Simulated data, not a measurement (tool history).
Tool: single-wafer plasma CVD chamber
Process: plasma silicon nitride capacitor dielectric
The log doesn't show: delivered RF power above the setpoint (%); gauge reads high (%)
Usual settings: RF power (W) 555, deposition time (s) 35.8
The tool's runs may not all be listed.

run    hour  RF power (W)  deposition time (s)  wafers since the last listed run  hours since the last RF generator calibration  hours since the showerhead was replaced  hours since the gauge calibration  read-back reference wafer on the same gauge, thickness_nm  mean film thickness on the monitor wafer (angstrom)
  1       0           505                 35.8                                 0                                         1094.9                                     2965                              812.5                                                     59.762                                               532.43
  2    53.3           555                 35.8                               593                                         1148.2                                   3018.3                              865.8                                                     59.799                                               541.27
  3   104.4           555                 35.8                               568                                         1199.3                                   3069.4                              916.9                                                     59.561                                               541.82
  4   149.2           555                 35.8                               498                                         1244.1                                   3114.2                              961.7                                                     59.472                                               542.65
  5   206.4           555                 30.1                               636                                         1301.3                                   3171.4                             1018.9                                                     59.426                                               453.61
  6   308.9           555                 30.1                              1141                                         1403.8                                   3273.9                             1121.4                                                      59.26                                               456.73
  7   342.3           555                 35.8                               371                                         1437.2                                   3307.3                             1154.8                                                     59.305                                               534.57
  8   393.8           615                 40.3                               573                                         1488.7                                   3358.8                             1206.3                                                     59.243                                               623.76
  9   449.4           555                 35.8                               618                                         1544.3                                   3414.4                             1261.9                                                     59.153                                               538.03
 10   520.7           555                 35.8                               793                                         1615.6                                   3485.7                             1333.2                                                     58.828                                               535.32
 11   551.8           555                 38.2                               346                                         1646.7                                   3516.8                             1364.3                                                     58.757                                               573.77
      573.8  -- gauge calibrated
 12   594.8           555                 38.2                               478                                         1689.7                                   3559.8                                 21                                                     60.678                                               592.46
      639.5  -- RF generator calibrated
 13     640           555                 38.2                               414                                            0.5                                     3605                               66.2                                                      60.54                                               587.41
 14   668.1           555                 35.8                               312                                           28.6                                   3633.1                               94.3                                                     60.415                                               551.01
 15   857.3           650                 31.4                              2106                                          217.8                                   3822.3                              283.5                                                     60.124                                               496.48
      960.9  -- showerhead replaced
 16  1063.2           555                 37.7                              2202                                          423.7                                    102.3                              489.4                                                     59.774                                               570.85
 17  1107.5           605                   39                               493                                            468                                    146.6                              533.7                                                     59.665                                               601.17
 18  1139.1           660                 39.4                               351                                          499.6                                    178.2                              565.3                                                     59.725                                               627.01
 19  1203.9           555                 31.8                               721                                          564.4                                      243                              630.1                                                     59.721                                               478.68
 20  1260.3           555                 35.8                               627                                          620.8                                    299.4                              686.5                                                     59.479                                               538.66
 21  1291.5           480                 37.6                               347                                            652                                    330.6                              717.7                                                     59.439                                               553.26
 22  1349.9           555                 35.8                               650                                          710.4                                      389                              776.1                                                     59.254                                               542.14
 23  1440.2           585                 32.2                              1005                                          800.7                                    479.3                              866.4                                                     59.144                                               492.42
 24  1509.2           490                 29.6                               768                                          869.7                                    548.3                              935.4                                                     58.891                                                430.6
 25  1552.8           475                 42.3                               485                                          913.3                                    591.9                                979                                                     58.926                                               607.28
 26  1590.1           555                 35.8                               415                                          950.6                                    629.2                             1016.3                                                      58.88                                               537.64
 27    1662           465                 33.2                               800                                         1022.5                                    701.1                             1088.2                                                     58.727                                               473.61
 28  1693.6           555                 35.8                               351                                         1054.1                                    732.7                             1119.8                                                     58.605                                               535.65
 29  1728.6           630                 32.2                               389                                         1089.1                                    767.7                             1154.8                                                     58.681                                               497.12

5 ways to go on from here, each from the tool as it stands after run 29. What would each give?
  A  1729           555                 35.8                                 4                                         1089.5                                    768.1                             1155.2                                                          ?                                                    ?
  B  1729           470                 39.8                                 4                                         1089.5                                    768.1                             1155.2                                                          ?                                                    ?
  C  1729           595                 40.5                                 4                                         1089.5                                    768.1                             1155.2                                                          ?                                                    ?
  D  1729           520                 35.8                                 4                                         1089.5                                    768.1                             1155.2                                                          ?                                                    ?
  E  1729           495                 41.9                                 4                                         1089.5                                    768.1                             1155.2                                                          ?                                                    ?

run  read-back reference wafer on the same gauge, thickness_nm  mean film thickness on the monitor wafer (angstrom)
  A                                                     58.574                                               531.79
  B                                                     58.574                                               568.94
  C                                                     58.574                                               611.62
  D                                                     58.574                                               523.76
  E                                                     58.574                                               606.08
Without the tool's hidden state the same runs would have given:
run  mean film thickness on the monitor wafer (angstrom)
  A                                               549.46
  B                                               587.85
  C                                               631.94
  D                                               541.16
  E                                               626.22
